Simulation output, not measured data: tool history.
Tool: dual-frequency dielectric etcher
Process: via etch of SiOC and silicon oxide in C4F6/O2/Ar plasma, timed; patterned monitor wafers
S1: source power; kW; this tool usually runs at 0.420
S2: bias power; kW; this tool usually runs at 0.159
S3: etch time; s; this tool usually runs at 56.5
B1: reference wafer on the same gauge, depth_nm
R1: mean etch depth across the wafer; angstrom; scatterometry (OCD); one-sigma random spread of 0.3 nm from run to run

Run 1, hour 0.0: usual settings; B1 70.5. Result: R1 639 angstrom.
Run 2, hour 8.9: usual settings but S1 0.360 kW; B1 70.5. Result: R1 614 angstrom.
Run 3, hour 18.8: usual settings; B1 70.7. Result: R1 634 angstrom.
Run 4, hour 25.8: usual settings; B1 70.5. Result: R1 642 angstrom.
Run 5, hour 43.5: usual settings; B1 70.5. Result: R1 641 angstrom.
Run 6, hour 53.9: usual settings but S2 0.139 kW; B1 70.5. Result: R1 615 angstrom.
Run 7, hour 68.7: usual settings but S2 0.139 kW; B1 70.5. Result: R1 606 angstrom.
Run 8, hour 77.2: usual settings; B1 70.4. Result: R1 644 angstrom.
Run 9, hour 85.0: usual settings; B1 70.3. Result: R1 642 angstrom.
Run 10, hour 96.0: usual settings; B1 70.5. Result: R1 645 angstrom.
At hour 102.4: source power generator calibrated.
Run 11, hour 117.9: usual settings; B1 70.5. Result: R1 639 angstrom.
Run 12, hour 125.3: usual settings but S1 0.380 kW, S2 0.191 kW; B1 70.5. Result: R1 672 angstrom.
At hour 149.9: upper electrode replaced.
Run 13, hour 150.4: usual settings but S1 0.370 kW, S2 0.131 kW; B1 70.5. Result: R1 581 angstrom.
Run 14, hour 150.7: usual settings; B1 70.4. Result: R1 645 angstrom.
Run 15, hour 151.0: usual settings but S2 0.184 kW; B1 70.5. Result: R1 682 angstrom.
Run 16, hour 163.6: usual settings but S1 0.520 kW, S2 0.175 kW, S3 64.0 s; B1 70.6. Result: R1 798 angstrom.
Run 17, hour 181.0: usual settings but S1 0.350 kW, S3 67.5 s; B1 70.5. Result: R1 734 angstrom.
Run 18, hour 190.4: usual settings; B1 70.5. Result: R1 645 angstrom.
Run 19, hour 198.7: usual settings but S1 0.460 kW, S3 45.5 s; B1 70.5. Result: R1 538 angstrom.
At hour 203.0: bias power generator calibrated.
Run 20, hour 212.0: usual settings but S1 0.320 kW, S3 40.5 s; B1 70.7. Result: R1 431 angstrom.
At hour 249.9: wet clean of the chamber.
Run 21, hour 250.4: usual settings but S1 0.500 kW, S2 0.186 kW, S3 45.5 s; B1 70.5. Result: R1 554 angstrom.
Run 22, hour 250.8: usual settings but S1 0.450 kW, S3 70.0 s; B1 70.5. Result: R1 774 angstrom.
Run 23, hour 251.1: usual settings but S1 0.390 kW; B1 70.6. Result: R1 609 angstrom.
Run 24, hour 264.3: usual settings but S1 0.390 kW, S3 72.0 s; B1 70.4. Result: R1 771 angstrom.
Run 25, hour 275.5: usual settings but S1 0.520 kW, S2 0.124 kW, S3 68.0 s; B1 70.4. Result: R1 723 angstrom.
At hour 287.0: gauge calibrated.
Run 26, hour 293.3: usual settings but S1 0.380 kW, S2 0.133 kW, S3 49.0 s; B1 70.5. Result: R1 496 angstrom.
Run 27, hour 310.9: usual settings; B1 70.6. Result: R1 621 angstrom.
Run 28, hour 327.8: usual settings; B1 70.6. Result: R1 619 angstrom.
Run 29, hour 343.5: usual settings but S1 0.490 kW, S2 0.131 kW, S3 61.0 s; B1 70.4. Result: R1 650 angstrom.
Run 30, hour 364.8: usual settings but S1 0.320 kW, S2 0.172 kW; B1 70.3. Result: R1 600 angstrom.
Run 31, hour 380.5: usual settings but S1 0.390 kW, S2 0.197 kW, S3 47.5 s; B1 70.4. Result: R1 555 angstrom.

Consider 3 possible next runs. They are alternatives, not a sequence: every one starts from the tool as it was left by run 31. What does each give?
Run A, hour 380.9: usual settings but S3 70.0 s; B1 ?. Result: R1 ?.
Run B, hour 380.9: usual settings but S1 0.380 kW, S2 0.143 kW, S3 72.0 s; B1 ?. Result: R1 ?.
Run C, hour 380.9: usual settings but S1 0.470 kW, S3 43.0 s; B1 ?. Result: R1 ?.

run    B1   R1
  A  70.5  782
  B  70.5  755
  C  70.5  494
With no hidden state in the tool, these same runs would have given:
run   R1
  A  773
  B  747
  C  489
